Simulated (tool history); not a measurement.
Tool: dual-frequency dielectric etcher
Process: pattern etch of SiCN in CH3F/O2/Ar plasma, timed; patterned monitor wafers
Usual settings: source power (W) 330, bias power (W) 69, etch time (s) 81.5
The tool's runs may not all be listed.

run,hour,source power (W),bias power (W),etch time (s),"read-back reference wafer on the same gauge, depth_nm",mean etch depth across the wafer (angstrom)
1,0,360,58,81.5,28.69,245
2,19.3,360,58,81.5,28.61,245.9
3,41,360,58,81.5,28.7,247.2
4,56.5,330,69,81.5,28.65,250.5
5,75.6,330,69,81.5,28.67,253.7
6,98.5,330,69,81.5,28.71,249.4
7,124.9,330,69,81.5,28.65,253.8
# hour 230.1: wet clean of the chamber
8,230.6,330,69,81.5,28.64,244.4
9,231,330,69,81.5,28.67,245.5
10,253,310,69,81.5,28.63,242.7
11,324.8,310,69,81.5,28.72,244.4
12,339.9,310,69,81.5,28.74,241.7
13,366.1,350,69,81.5,28.68,251.8
# hour 420.8: upper electrode replaced
14,421.3,330,62,95,28.72,280.4
# hour 434.5: gauge calibrated
15,440.8,370,69,103.5,28.72,327.2
16,470.8,380,69,81.5,28.7,261.2
17,490.7,330,69,96,28.71,296.2
# hour 513.6: source power generator calibrated
# hour 552.7: bias power generator calibrated
18,576,330,69,81.5,28.64,255.1
19,589.4,390,69,62,28.64,203.5
20,609.6,350,69,81.5,28.71,258
21,638.5,370,81,89.5,28.74,301.7
22,669.3,360,69,90,28.66,289.2
23,698.7,330,55,81.5,28.78,239.2

Forecast run 24:
24,713.9,330,76,93.5,?,?

read-back reference wafer on the same gauge, depth_nm: 28.71
mean etch depth across the wafer (angstrom): 304.9
Without the tool's hidden state the same run would have given mean etch depth across the wafer (angstrom) 292.3.
